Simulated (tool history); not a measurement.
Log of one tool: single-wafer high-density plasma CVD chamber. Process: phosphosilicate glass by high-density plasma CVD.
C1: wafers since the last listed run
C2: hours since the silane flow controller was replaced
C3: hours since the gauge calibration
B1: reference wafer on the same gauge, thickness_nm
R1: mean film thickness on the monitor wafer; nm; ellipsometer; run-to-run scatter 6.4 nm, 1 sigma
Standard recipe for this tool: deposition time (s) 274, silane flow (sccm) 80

{"run": 1, "hour": 0.0, "deposition time (s)": 239, "silane flow (sccm)": 80, "C1": 0, "C2": 1441.8, "C3": 1711.3, "B1": 1769.33, "R1": 1932.423}
{"run": 2, "hour": 77.1, "deposition time (s)": 286, "silane flow (sccm)": 86, "C1": 353, "C2": 1518.9, "C3": 1788.4, "B1": 1772.267, "R1": 2426.49}
{"run": 3, "hour": 166.3, "deposition time (s)": 286, "silane flow (sccm)": 86, "C1": 408, "C2": 1608.1, "C3": 1877.6, "B1": 1771.599, "R1": 2431.919}
{"run": 4, "hour": 230.4, "deposition time (s)": 286, "silane flow (sccm)": 86, "C1": 293, "C2": 1672.2, "C3": 1941.7, "B1": 1767.208, "R1": 2443.072}
{"run": 5, "hour": 326.9, "deposition time (s)": 316, "silane flow (sccm)": 80, "C1": 442, "C2": 1768.7, "C3": 2038.2, "B1": 1769.315, "R1": 2551.268}
{"run": 6, "hour": 406.6, "deposition time (s)": 316, "silane flow (sccm)": 80, "C1": 365, "C2": 1848.4, "C3": 2117.9, "B1": 1769.842, "R1": 2557.481}
{"run": 7, "hour": 488.6, "deposition time (s)": 316, "silane flow (sccm)": 80, "C1": 375, "C2": 1930.4, "C3": 2199.9, "B1": 1767.856, "R1": 2556.242}
{"run": 8, "hour": 567.9, "deposition time (s)": 274, "silane flow (sccm)": 80, "C1": 363, "C2": 2009.7, "C3": 2279.2, "B1": 1769.765, "R1": 2213.449}
{"run": 9, "hour": 647.9, "deposition time (s)": 274, "silane flow (sccm)": 80, "C1": 366, "C2": 2089.7, "C3": 2359.2, "B1": 1769.138, "R1": 2226.393}
{"run": 10, "hour": 728.8, "deposition time (s)": 274, "silane flow (sccm)": 80, "C1": 370, "C2": 2170.6, "C3": 2440.1, "B1": 1771.558, "R1": 2206.496}
{"run": 11, "hour": 777.7, "deposition time (s)": 303, "silane flow (sccm)": 92, "C1": 224, "C2": 2219.5, "C3": 2489.0, "B1": 1771.617, "R1": 2713.171}
{"run": 12, "hour": 825.8, "deposition time (s)": 303, "silane flow (sccm)": 92, "C1": 220, "C2": 2267.6, "C3": 2537.1, "B1": 1771.546, "R1": 2717.513}
{"run": 13, "hour": 922.3, "deposition time (s)": 303, "silane flow (sccm)": 92, "C1": 442, "C2": 2364.1, "C3": 2633.6, "B1": 1769.814, "R1": 2703.011}
{"run": 14, "hour": 1026.3, "deposition time (s)": 274, "silane flow (sccm)": 80, "C1": 476, "C2": 2468.1, "C3": 2737.6, "B1": 1771.289, "R1": 2209.796}
{"run": 15, "hour": 1112.2, "deposition time (s)": 274, "silane flow (sccm)": 80, "C1": 393, "C2": 2554.0, "C3": 2823.5, "B1": 1769.318, "R1": 2216.989}
{"run": 16, "hour": 1197.9, "deposition time (s)": 274, "silane flow (sccm)": 80, "C1": 392, "C2": 2639.7, "C3": 2909.2, "B1": 1768.827, "R1": 2212.557}
{"hour": 1290.7, "done": "silane flow controller replaced"}
{"run": 17, "hour": 1291.2, "deposition time (s)": 274, "silane flow (sccm)": 90, "C1": 390, "C2": 0.5, "C3": 3002.5, "B1": 1770.861, "R1": 2403.862}
{"run": 18, "hour": 1391.3, "deposition time (s)": 274, "silane flow (sccm)": 90, "C1": 458, "C2": 100.6, "C3": 3102.6, "B1": 1771.46, "R1": 2412.519}
{"run": 19, "hour": 1428.3, "deposition time (s)": 274, "silane flow (sccm)": 90, "C1": 169, "C2": 137.6, "C3": 3139.6, "B1": 1770.016, "R1": 2405.512}
{"run": 20, "hour": 1524.2, "deposition time (s)": 274, "silane flow (sccm)": 80, "C1": 439, "C2": 233.5, "C3": 3235.5, "B1": 1771.225, "R1": 2204.533}
{"run": 21, "hour": 1583.2, "deposition time (s)": 274, "silane flow (sccm)": 80, "C1": 270, "C2": 292.5, "C3": 3294.5, "B1": 1769.711, "R1": 2213.612}
{"run": 22, "hour": 1698.2, "deposition time (s)": 274, "silane flow (sccm)": 80, "C1": 526, "C2": 407.5, "C3": 3409.5, "B1": 1770.075, "R1": 2206.446}
{"hour": 1722.8, "done": "gauge calibrated"}
{"run": 23, "hour": 1778.1, "deposition time (s)": 274, "silane flow (sccm)": 80, "C1": 366, "C2": 487.4, "C3": 55.3, "B1": 1768.085, "R1": 2209.682}
{"run": 24, "hour": 1865.7, "deposition time (s)": 316, "silane flow (sccm)": 86, "C1": 401, "C2": 575.0, "C3": 142.9, "B1": 1771.732, "R1": 2692.123}
{"run": 25, "hour": 1915.9, "deposition time (s)": 231, "silane flow (sccm)": 88, "C1": 230, "C2": 625.2, "C3": 193.1, "B1": 1770.157, "R1": 1994.405}
{"run": 26, "hour": 2205.7, "deposition time (s)": 237, "silane flow (sccm)": 92, "C1": 1327, "C2": 915.0, "C3": 482.9, "B1": 1770.853, "R1": 2107.667}
{"run": 27, "hour": 2309.5, "deposition time (s)": 274, "silane flow (sccm)": 80, "C1": 475, "C2": 1018.8, "C3": 586.7, "B1": 1772.184, "R1": 2207.85}
{"run": 28, "hour": 2416.2, "deposition time (s)": 274, "silane flow (sccm)": 91, "C1": 488, "C2": 1125.5, "C3": 693.4, "B1": 1769.61, "R1": 2435.076}
{"run": 29, "hour": 2506.4, "deposition time (s)": 315, "silane flow (sccm)": 90, "C1": 413, "C2": 1215.7, "C3": 783.6, "B1": 1767.36, "R1": 2786.462}
{"run": 30, "hour": 2562.1, "deposition time (s)": 259, "silane flow (sccm)": 76, "C1": 255, "C2": 1271.4, "C3": 839.3, "B1": 1767.329, "R1": 2013.151}
{"run": 31, "hour": 2613.1, "deposition time (s)": 237, "silane flow (sccm)": 92, "C1": 233, "C2": 1322.4, "C3": 890.3, "B1": 1768.763, "R1": 2116.647}
{"run": 32, "hour": 2696.5, "deposition time (s)": 251, "silane flow (sccm)": 76, "C1": 382, "C2": 1405.8, "C3": 973.7, "B1": 1767.97, "R1": 1959.371}
{"run": 33, "hour": 2752.5, "deposition time (s)": 237, "silane flow (sccm)": 92, "C1": 256, "C2": 1461.8, "C3": 1029.7, "B1": 1770.181, "R1": 2115.176}
{"run": 34, "hour": 2817.4, "deposition time (s)": 274, "silane flow (sccm)": 80, "C1": 297, "C2": 1526.7, "C3": 1094.6, "B1": 1770.946, "R1": 2210.308}
{"run": 35, "hour": 2856.4, "deposition time (s)": 321, "silane flow (sccm)": 67, "C1": 178, "C2": 1565.7, "C3": 1133.6, "B1": 1770.098, "R1": 2289.263}
{"run": 36, "hour": 2942.6, "deposition time (s)": 305, "silane flow (sccm)": 86, "C1": 394, "C2": 1651.9, "C3": 1219.8, "B1": 1770.315, "R1": 2585.669}
{"run": 37, "hour": 3017.9, "deposition time (s)": 243, "silane flow (sccm)": 67, "C1": 345, "C2": 1727.2, "C3": 1295.1, "B1": 1771.8, "R1": 1737.413}
{"run": 38, "hour": 3105.1, "deposition time (s)": 274, "silane flow (sccm)": 80, "C1": 399, "C2": 1814.4, "C3": 1382.3, "B1": 1769.124, "R1": 2200.928}
{"run": 39, "hour": 3360.1, "deposition time (s)": 322, "silane flow (sccm)": 91, "C1": 1168, "C2": 2069.4, "C3": 1637.3, "B1": 1771.789, "R1": 2851.431}
{"run": 40, "hour": 3413.9, "deposition time (s)": 303, "silane flow (sccm)": 71, "C1": 246, "C2": 2123.2, "C3": 1691.1, "B1": 1769.166, "R1": 2245.716}
{"run": 41, "hour": 3670.0, "deposition time (s)": 219, "silane flow (sccm)": 69, "C1": 1173, "C2": 2379.3, "C3": 1947.2, "B1": 1769.928, "R1": 1598.154}
{"run": 42, "hour": 3737.6, "deposition time (s)": 318, "silane flow (sccm)": 94, "C1": 309, "C2": 2446.9, "C3": 2014.8, "B1": 1769.19, "R1": 2882.457}
{"run": 43, "hour": 3820.6, "deposition time (s)": 231, "silane flow (sccm)": 88, "C1": 380, "C2": 2529.9, "C3": 2097.8, "B1": 1770.869, "R1": 2003.078}
{"run": 44, "hour": 3870.6, "deposition time (s)": 235, "silane flow (sccm)": 88, "C1": 229, "C2": 2579.9, "C3": 2147.8, "B1": 1768.405, "R1": 2030.724}
{"run": 45, "hour": 4164.5, "deposition time (s)": 292, "silane flow (sccm)": 67, "C1": 1346, "C2": 2873.8, "C3": 2441.7, "B1": 1771.367, "R1": 2081.617}
{"run": 46, "hour": 4252.4, "deposition time (s)": 301, "silane flow (sccm)": 92, "C1": 402, "C2": 2961.7, "C3": 2529.6, "B1": 1769.407, "R1": 2691.746}
{"run": 47, "hour": 4352.7, "deposition time (s)": 292, "silane flow (sccm)": 90, "C1": 459, "C2": 3062.0, "C3": 2629.9, "B1": 1769.161, "R1": 2563.137}

Predict each of these 3 candidate next runs independently; none follows another, all start after run 47:
{"run": "A", "hour": 4353.2, "deposition time (s)": 274, "silane flow (sccm)": 74, "C1": 2, "C2": 3062.5, "C3": 2630.4, "B1": "?", "R1": "?"}
{"run": "B", "hour": 4353.2, "deposition time (s)": 304, "silane flow (sccm)": 87, "C1": 2, "C2": 3062.5, "C3": 2630.4, "B1": "?", "R1": "?"}
{"run": "C", "hour": 4353.2, "deposition time (s)": 241, "silane flow (sccm)": 92, "C1": 2, "C2": 3062.5, "C3": 2630.4, "B1": "?", "R1": "?"}

run=A B1=1769.344 R1=2090.551
run=B B1=1769.344 R1=2604.103
run=C B1=1769.344 R1=2151.232
With the hidden condition removed and each run's random variation left untouched, the same runs would have given:
run=A R1=2090.551
run=B R1=2604.103
run=C R1=2151.232
